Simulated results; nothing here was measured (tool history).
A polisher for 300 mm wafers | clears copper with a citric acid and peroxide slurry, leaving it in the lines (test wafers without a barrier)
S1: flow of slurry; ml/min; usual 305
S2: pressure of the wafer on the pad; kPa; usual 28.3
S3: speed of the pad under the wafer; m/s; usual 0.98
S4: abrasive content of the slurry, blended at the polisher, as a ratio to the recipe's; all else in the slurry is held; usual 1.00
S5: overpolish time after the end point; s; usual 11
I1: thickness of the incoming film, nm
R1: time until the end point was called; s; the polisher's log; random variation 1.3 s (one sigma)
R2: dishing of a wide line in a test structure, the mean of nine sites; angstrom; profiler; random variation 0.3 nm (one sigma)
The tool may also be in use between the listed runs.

run,hour,S1,S2,S3,S4,S5,I1,R1,R2
1,0.0,305,28.3,0.98,1.00,11,461.1,154.2,228
2,9.9,305,28.3,0.98,1.00,7,459.3,155.1,150
3,18.4,305,28.3,0.98,1.00,7,458.7,154.1,146
4,30.0,305,28.3,0.98,1.00,11,461.8,157.6,231
5,38.2,305,28.3,0.98,1.00,11,463.4,156.4,227
6,52.9,305,28.3,0.98,1.00,11,457.3,152.9,228
7,68.6,375,28.3,0.98,1.00,13,451.3,149.2,258
8,79.2,375,28.3,0.98,1.00,13,463.9,154.3,271
9,93.4,305,28.3,0.98,0.95,11,459.0,158.3,228
10,102.8,355,28.3,0.98,1.00,11,463.5,155.2,228
11,107.9,305,28.3,0.98,1.00,11,461.4,156.0,227
12,118.6,305,28.3,0.98,1.00,11,454.1,151.9,229
13,123.8,305,28.3,0.78,1.00,11,460.3,195.6,186
14,136.9,305,28.3,0.98,1.00,11,457.1,153.4,225
15,153.2,305,28.3,0.98,1.00,7,452.6,152.0,152
16,160.4,305,28.3,0.98,1.00,18,462.8,157.5,342
17,166.9,305,28.3,0.88,1.00,11,460.7,172.8,206
18,181.8,205,28.3,0.66,1.00,17,467.3,238.0,233
19,190.2,220,28.3,0.98,0.75,11,463.7,177.5,200
20,196.2,305,28.3,0.98,1.00,8,452.3,151.3,170
21,213.2,395,28.3,0.78,1.00,11,460.0,191.1,186
22,218.2,235,28.3,0.98,1.15,15,456.3,148.2,301
23,233.2,305,37.2,1.14,1.00,5,458.9,102.9,164
24,242.1,305,28.3,0.98,1.00,11,464.5,154.4,230
25,254.7,305,37.2,0.98,0.80,11,465.5,129.0,267
26,262.4,305,28.3,0.98,1.00,11,462.9,155.9,226
27,279.3,305,33.1,0.98,1.00,11,460.4,132.0,258

Taken out of this log: 5 entries between the listed runs. Where each belongs, and how the hidden state differs across it:
Between runs 4 and 5: worn pad replaced by a new one (hour 37.7)
  no hidden state differs between the two runs
Between runs 9 and 10: head pressure recalibrated (hour 102.3)
  no hidden state differs between the two runs
Between runs 11 and 12: slurry blender recalibrated (hour 118.1)
  no hidden state differs between the two runs
Between runs 14 and 15: slurry nozzle cleaned (hour 144.6)
  no hidden state differs between the two runs
Between runs 20 and 21: worn pad replaced by a new one (hour 212.7)
  no hidden state differs between the two runs
